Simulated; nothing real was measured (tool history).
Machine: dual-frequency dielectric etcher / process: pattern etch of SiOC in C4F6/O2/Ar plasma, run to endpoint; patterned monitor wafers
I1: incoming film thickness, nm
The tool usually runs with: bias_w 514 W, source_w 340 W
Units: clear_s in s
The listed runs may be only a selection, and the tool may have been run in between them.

Run 1, hour 0.0: usual settings; I1 40.13. Result: clear_s 14.3 s.
Run 2, hour 31.8: usual settings; I1 39.94. Result: clear_s 13.8 s.
Run 3, hour 129.8: usual settings; I1 39.81. Result: clear_s 13.9 s.
Run 4, hour 158.7: usual settings but bias_w 553 W, source_w 370 W; I1 40.13. Result: clear_s 13.2 s.
Run 5, hour 178.8: usual settings but source_w 290 W; I1 40.35. Result: clear_s 15.0 s.
Run 6, hour 197.6: usual settings but source_w 290 W; I1 40.07. Result: clear_s 14.9 s.
At hour 238.6: upper electrode replaced.
Run 7, hour 239.1: usual settings but source_w 290 W; I1 39.51. Result: clear_s 14.5 s.
Run 8, hour 254.1: usual settings but source_w 360 W; I1 40.63. Result: clear_s 13.8 s.
At hour 269.0: bias power generator calibrated.
Run 9, hour 282.7: usual settings but source_w 360 W; I1 40.21. Result: clear_s 13.5 s.
Run 10, hour 300.4: usual settings but source_w 360 W; I1 40.03. Result: clear_s 13.5 s.
Run 11, hour 315.6: usual settings; I1 40.31. Result: clear_s 13.9 s.
At hour 351.9: wet clean of the chamber.
Run 12, hour 352.4: usual settings but bias_w 399 W, source_w 270 W; I1 40.42. Result: clear_s 16.1 s.
Run 13, hour 363.4: usual settings but bias_w 589 W, source_w 270 W; I1 40.45. Result: clear_s 14.0 s.
Run 14, hour 381.5: usual settings; I1 40.28. Result: clear_s 13.5 s.
Run 15, hour 404.0: usual settings but bias_w 632 W, source_w 360 W; I1 40.04. Result: clear_s 12.1 s.
Run 16, hour 418.4: usual settings but source_w 320 W; I1 40.62. Result: clear_s 13.9 s.
At hour 435.9: source power generator calibrated.
Run 17, hour 445.6: usual settings but bias_w 459 W, source_w 400 W; I1 40.59. Result: clear_s 13.3 s.
At hour 471.6: wet clean of the chamber, repeated, since the last time left the tool worse.
Run 18, hour 477.1: usual settings; I1 40.02. Result: clear_s 14.1 s.
Run 19, hour 507.4: usual settings but bias_w 442 W, source_w 310 W; I1 40.23. Result: clear_s 15.6 s.
Run 20, hour 519.9: usual settings but bias_w 414 W, source_w 390 W; I1 40.60. Result: clear_s 14.8 s.
Run 21, hour 554.5: usual settings but bias_w 399 W, source_w 270 W; I1 40.14. Result: clear_s 16.8 s.
Run 22, hour 573.7: usual settings but bias_w 637 W, source_w 310 W; I1 40.30. Result: clear_s 13.4 s.
Run 23, hour 604.4: usual settings but bias_w 423 W, source_w 360 W; I1 40.11. Result: clear_s 14.8 s.

5 options for the next run, each taken on its own from the tool as it stands now. Forecast them:
Run A, hour 604.8: usual settings but bias_w 392 W; I1 40.15. Result: clear_s ?.
Run B, hour 604.8: usual settings but source_w 280 W; I1 40.15. Result: clear_s ?.
Run C, hour 604.8: usual settings but bias_w 418 W, source_w 380 W; I1 40.15. Result: clear_s ?.
Run D, hour 604.8: usual settings but bias_w 479 W, source_w 410 W; I1 40.15. Result: clear_s ?.
Run E, hour 604.8: usual settings but bias_w 398 W, source_w 300 W; I1 40.15. Result: clear_s ?.

run  clear_s
  A     15.6
  B     15.2
  C     14.6
  D     13.5
  E     16.2
With no hidden state in the tool, these same runs would have given:
run  clear_s
  A     15.7
  B     15.4
  C     14.7
  D     13.6
  E     16.4
